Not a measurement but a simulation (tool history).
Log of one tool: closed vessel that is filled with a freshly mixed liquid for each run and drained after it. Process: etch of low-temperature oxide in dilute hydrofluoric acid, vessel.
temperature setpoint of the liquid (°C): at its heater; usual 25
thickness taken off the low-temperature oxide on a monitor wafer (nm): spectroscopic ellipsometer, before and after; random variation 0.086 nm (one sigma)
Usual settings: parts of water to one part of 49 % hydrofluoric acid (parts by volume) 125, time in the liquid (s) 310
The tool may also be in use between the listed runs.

run   hour  temperature setpoint of the liquid (°C)  parts of water to one part of 49 % hydrofluoric acid (parts by volume)  time in the liquid (s)  wafers since the last listed run  hours since the thermometer was replaced  hours since the hydrofluoric acid flow meter was replaced  hours since the gauge calibration  read-back film thickness of the low-temperature oxide reference wafer, read on the same gauge (nm)  thickness taken off the low-temperature oxide on a monitor wafer (nm)
  1      0                                       25                                                                     125                     310                                 0                                    2594.3                                                     2401.2                              127.8                                                                                              109.94                                                                  31.87
  2    8.2                                       25                                                                     125                     310                               771                                    2602.5                                                     2409.4                                136                                                                                              110.01                                                                  31.82
  3   19.9                                       25                                                                     125                     310                              1101                                    2614.2                                                     2421.1                              147.7                                                                                              110.01                                                                     32
  4   33.8                                       25                                                                     125                     310                              1308                                    2628.1                                                       2435                              161.6                                                                                              110.03                                                                  31.96
  5   50.4                                       25                                                                     125                     310                              1562                                    2644.7                                                     2451.6                              178.2                                                                                              110.02                                                                  32.11
  6   63.1                                       25                                                                     125                     310                              1195                                    2657.4                                                     2464.3                              190.9                                                                                                 110                                                                  31.89
  7   76.7                                       25                                                                     125                     310                              1279                                      2671                                                     2477.9                              204.5                                                                                              109.98                                                                   32.2
  8     83                                       25                                                                     125                     310                               592                                    2677.3                                                     2484.2                              210.8                                                                                              109.96                                                                  32.11
      88.2  -- hydrofluoric acid flow meter replaced
      96.5  -- thermometer replaced
  9    136                                       25                                                                     170                     310                              4799                                      39.5                                                       47.8                              263.8                                                                                                 110                                                                  19.23
 10  145.9                                       25                                                                     125                     310                               931                                      49.4                                                       57.7                              273.7                                                                                              110.05                                                                  27.39
     147.4  -- gauge calibrated
 11  154.6                                       25                                                                     175                     310                               818                                      58.1                                                       66.4                                7.2                                                                                              110.04                                                                  18.52
 12  160.7                                       28                                                                     145                     400                               574                                      64.2                                                       72.5                               13.3                                                                                              110.01                                                                  33.44
 13  177.2                                       25                                                                     125                     310                              1552                                      80.7                                                         89                               29.8                                                                                              109.99                                                                   27.6
 14  218.2                                       22                                                                     125                     310                              3858                                     121.7                                                        130                               70.8                                                                                              110.01                                                                  24.53
 15  229.1                                     21.5                                                                      90                     480                              1025                                     132.6                                                      140.9                               81.7                                                                                                 110                                                                  53.78
 16  239.9                                       22                                                                      95                     310                              1016                                     143.4                                                      151.7                               92.5                                                                                              110.02                                                                  33.47
 17    257                                       25                                                                     180                     310                              1609                                     160.5                                                      168.8                              109.6                                                                                              109.99                                                                     18
 18  264.5                                       29                                                                      75                     310                               705                                       168                                                      176.3                              117.1                                                                                              109.99                                                                  57.51
 19  274.4                                       25                                                                     125                     310                               931                                     177.9                                                      186.2                                127                                                                                              110.03                                                                  27.71

Hidden state at the last listed run before each entry between runs and at the first one after, where it differs:
Between runs 8 and 9: hydrofluoric acid flow meter replaced (hour 88.2); thermometer replaced (hour 96.5)
  hydrofluoric acid flow above the setpoint (%): 16.7 -> 1.86
  measured less the result without the state, thickness taken off the low-temperature oxide on a monitor wafer (nm): +5.18 -> +0.42
Between runs 10 and 11: gauge calibrated (hour 147.4)
  hydrofluoric acid flow above the setpoint (%): 1.91 -> 1.96
  measured less the result without the state, thickness taken off the low-temperature oxide on a monitor wafer (nm): +0.59 -> +0.42
